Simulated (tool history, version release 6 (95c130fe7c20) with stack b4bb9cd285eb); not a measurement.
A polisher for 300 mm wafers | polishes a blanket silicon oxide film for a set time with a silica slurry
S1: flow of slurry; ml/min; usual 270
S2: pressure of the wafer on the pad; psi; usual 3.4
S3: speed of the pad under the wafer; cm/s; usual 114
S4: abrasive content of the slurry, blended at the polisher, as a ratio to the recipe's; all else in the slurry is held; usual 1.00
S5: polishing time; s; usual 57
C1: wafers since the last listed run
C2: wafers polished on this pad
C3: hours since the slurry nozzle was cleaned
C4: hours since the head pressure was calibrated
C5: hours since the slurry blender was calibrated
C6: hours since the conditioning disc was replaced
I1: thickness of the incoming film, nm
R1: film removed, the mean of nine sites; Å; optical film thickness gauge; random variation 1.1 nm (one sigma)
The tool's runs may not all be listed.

{"run": 1, "hour": 0.0, "S1": 270, "S2": 3.4, "S3": 114, "S4": 1.0, "S5": 72, "C1": 0, "C2": 2499, "C3": 131.1, "C4": 221.7, "C5": 334.2, "C6": 470.3, "I1": 1196.6, "R1": 1655}
{"hour": 36.1, "done": "slurry blender recalibrated"}
{"hour": 43.9, "done": "conditioning disc replaced and pad reconditioned"}
{"run": 2, "hour": 81.7, "S1": 270, "S2": 3.4, "S3": 114, "S4": 1.0, "S5": 72, "C1": 1036, "C2": 3535, "C3": 212.8, "C4": 303.4, "C5": 45.6, "C6": 37.8, "I1": 1184.5, "R1": 1631}
{"hour": 186.3, "done": "worn pad replaced by a new one"}
{"hour": 206.6, "done": "head pressure recalibrated"}
{"hour": 281.2, "done": "slurry nozzle cleaned"}
{"run": 3, "hour": 347.9, "S1": 270, "S2": 3.4, "S3": 114, "S4": 1.0, "S5": 72, "C1": 3457, "C2": 2115, "C3": 66.7, "C4": 141.3, "C5": 311.8, "C6": 304.0, "I1": 1181.4, "R1": 1671}
{"run": 4, "hour": 418.2, "S1": 270, "S2": 3.4, "S3": 114, "S4": 1.0, "S5": 57, "C1": 937, "C2": 3053, "C3": 137.0, "C4": 211.6, "C5": 382.1, "C6": 374.3, "I1": 1211.7, "R1": 1313}
{"hour": 447.5, "done": "slurry blender recalibrated"}
{"run": 5, "hour": 503.1, "S1": 270, "S2": 3.4, "S3": 114, "S4": 1.0, "S5": 57, "C1": 1105, "C2": 4158, "C3": 221.9, "C4": 296.5, "C5": 55.6, "C6": 459.2, "I1": 1200.9, "R1": 1297}
{"hour": 532.3, "done": "conditioning disc replaced and pad reconditioned"}
{"hour": 591.3, "done": "worn pad replaced by a new one"}
{"run": 6, "hour": 600.2, "S1": 270, "S2": 3.4, "S3": 114, "S4": 1.0, "S5": 57, "C1": 1215, "C2": 118, "C3": 319.0, "C4": 393.6, "C5": 152.7, "C6": 67.9, "I1": 1205.6, "R1": 1267}
{"run": 7, "hour": 637.1, "S1": 270, "S2": 3.4, "S3": 100, "S4": 0.8, "S5": 57, "C1": 492, "C2": 610, "C3": 355.9, "C4": 430.5, "C5": 189.6, "C6": 104.8, "I1": 1202.9, "R1": 1035}
{"hour": 677.8, "done": "head pressure recalibrated"}
{"hour": 690.4, "done": "slurry nozzle cleaned"}
{"run": 8, "hour": 713.7, "S1": 270, "S2": 3.4, "S3": 100, "S4": 0.8, "S5": 57, "C1": 981, "C2": 1592, "C3": 23.3, "C4": 35.9, "C5": 266.2, "C6": 181.4, "I1": 1175.1, "R1": 1102}
{"run": 9, "hour": 767.5, "S1": 270, "S2": 3.4, "S3": 100, "S4": 0.8, "S5": 57, "C1": 717, "C2": 2309, "C3": 77.1, "C4": 89.7, "C5": 320.0, "C6": 235.2, "I1": 1194.3, "R1": 1091}
{"run": 10, "hour": 807.2, "S1": 270, "S2": 3.4, "S3": 114, "S4": 1.0, "S5": 57, "C1": 529, "C2": 2839, "C3": 116.8, "C4": 129.4, "C5": 359.7, "C6": 274.9, "I1": 1218.9, "R1": 1303}
{"run": 11, "hour": 878.8, "S1": 330, "S2": 3.4, "S3": 124, "S4": 1.0, "S5": 57, "C1": 954, "C2": 3794, "C3": 188.4, "C4": 201.0, "C5": 431.3, "C6": 346.5, "I1": 1190.3, "R1": 1385}
{"hour": 881.2, "done": "slurry blender recalibrated"}
{"run": 12, "hour": 923.8, "S1": 225, "S2": 2.9, "S3": 78, "S4": 1.15, "S5": 57, "C1": 573, "C2": 4367, "C3": 233.4, "C4": 246.0, "C5": 42.6, "C6": 391.5, "I1": 1183.2, "R1": 887}
{"hour": 985.8, "done": "worn pad replaced by a new one"}
{"run": 13, "hour": 986.3, "S1": 270, "S2": 3.4, "S3": 114, "S4": 1.0, "S5": 57, "C1": 780, "C2": 6, "C3": 295.9, "C4": 308.5, "C5": 105.1, "C6": 454.0, "I1": 1193.3, "R1": 1274}
{"hour": 1004.8, "done": "conditioning disc replaced and pad reconditioned"}
{"run": 14, "hour": 1069.0, "S1": 270, "S2": 3.4, "S3": 114, "S4": 1.0, "S5": 72, "C1": 1076, "C2": 1082, "C3": 378.6, "C4": 391.2, "C5": 187.8, "C6": 64.2, "I1": 1212.9, "R1": 1604}
{"hour": 1136.2, "done": "slurry nozzle cleaned"}
{"hour": 1151.6, "done": "head pressure recalibrated"}
{"run": 15, "hour": 1158.8, "S1": 270, "S2": 4.5, "S3": 102, "S4": 1.0, "S5": 57, "C1": 1157, "C2": 2240, "C3": 22.6, "C4": 7.2, "C5": 277.6, "C6": 154.0, "I1": 1197.7, "R1": 1524}
{"hour": 1213.2, "done": "slurry blender recalibrated"}
{"run": 16, "hour": 1248.3, "S1": 270, "S2": 3.4, "S3": 144, "S4": 1.0, "S5": 57, "C1": 1167, "C2": 3407, "C3": 112.1, "C4": 96.7, "C5": 35.1, "C6": 243.5, "I1": 1191.4, "R1": 1539}
{"run": 17, "hour": 1285.8, "S1": 190, "S2": 3.4, "S3": 114, "S4": 0.7, "S5": 67, "C1": 500, "C2": 3907, "C3": 149.6, "C4": 134.2, "C5": 72.6, "C6": 281.0, "I1": 1184.8, "R1": 1231}
{"hour": 1329.1, "done": "worn pad replaced by a new one"}
{"run": 18, "hour": 1329.6, "S1": 270, "S2": 3.4, "S3": 114, "S4": 1.0, "S5": 57, "C1": 530, "C2": 7, "C3": 193.4, "C4": 178.0, "C5": 116.4, "C6": 324.8, "I1": 1195.9, "R1": 1303}
{"run": 19, "hour": 1371.2, "S1": 300, "S2": 2.6, "S3": 114, "S4": 1.25, "S5": 69, "C1": 554, "C2": 562, "C3": 235.0, "C4": 219.6, "C5": 158.0, "C6": 366.4, "I1": 1190.2, "R1": 1388}
{"run": 20, "hour": 1459.5, "S1": 270, "S2": 4.1, "S3": 114, "S4": 1.1, "S5": 57, "C1": 1177, "C2": 1739, "C3": 323.3, "C4": 307.9, "C5": 246.3, "C6": 454.7, "I1": 1194.6, "R1": 1525}
{"hour": 1508.8, "done": "conditioning disc replaced and pad reconditioned"}
{"hour": 1547.2, "done": "head pressure recalibrated"}
{"run": 21, "hour": 1561.4, "S1": 270, "S2": 4.5, "S3": 114, "S4": 1.0, "S5": 57, "C1": 1305, "C2": 3045, "C3": 425.2, "C4": 14.2, "C5": 348.2, "C6": 52.6, "I1": 1187.8, "R1": 1548}
{"run": 22, "hour": 1606.7, "S1": 340, "S2": 3.4, "S3": 114, "S4": 0.9, "S5": 57, "C1": 604, "C2": 3649, "C3": 470.5, "C4": 59.5, "C5": 393.5, "C6": 97.9, "I1": 1173.4, "R1": 1210}

Run 23 comes next. What will it give?
{"hour": 1639.6, "done": "slurry blender recalibrated"}
{"hour": 1642.8, "done": "slurry nozzle cleaned"}
{"run": 23, "hour": 1672.9, "S1": 270, "S2": 3.4, "S3": 114, "S4": 1.0, "S5": 57, "C1": 842, "C2": 4492, "C3": 30.1, "C4": 125.7, "C5": 33.3, "C6": 164.1, "I1": 1212.8, "R1": "?"}

Run 23 gave R1 1332 Å.
Without the tool's hidden state the same run would have given R1 1345 Å.

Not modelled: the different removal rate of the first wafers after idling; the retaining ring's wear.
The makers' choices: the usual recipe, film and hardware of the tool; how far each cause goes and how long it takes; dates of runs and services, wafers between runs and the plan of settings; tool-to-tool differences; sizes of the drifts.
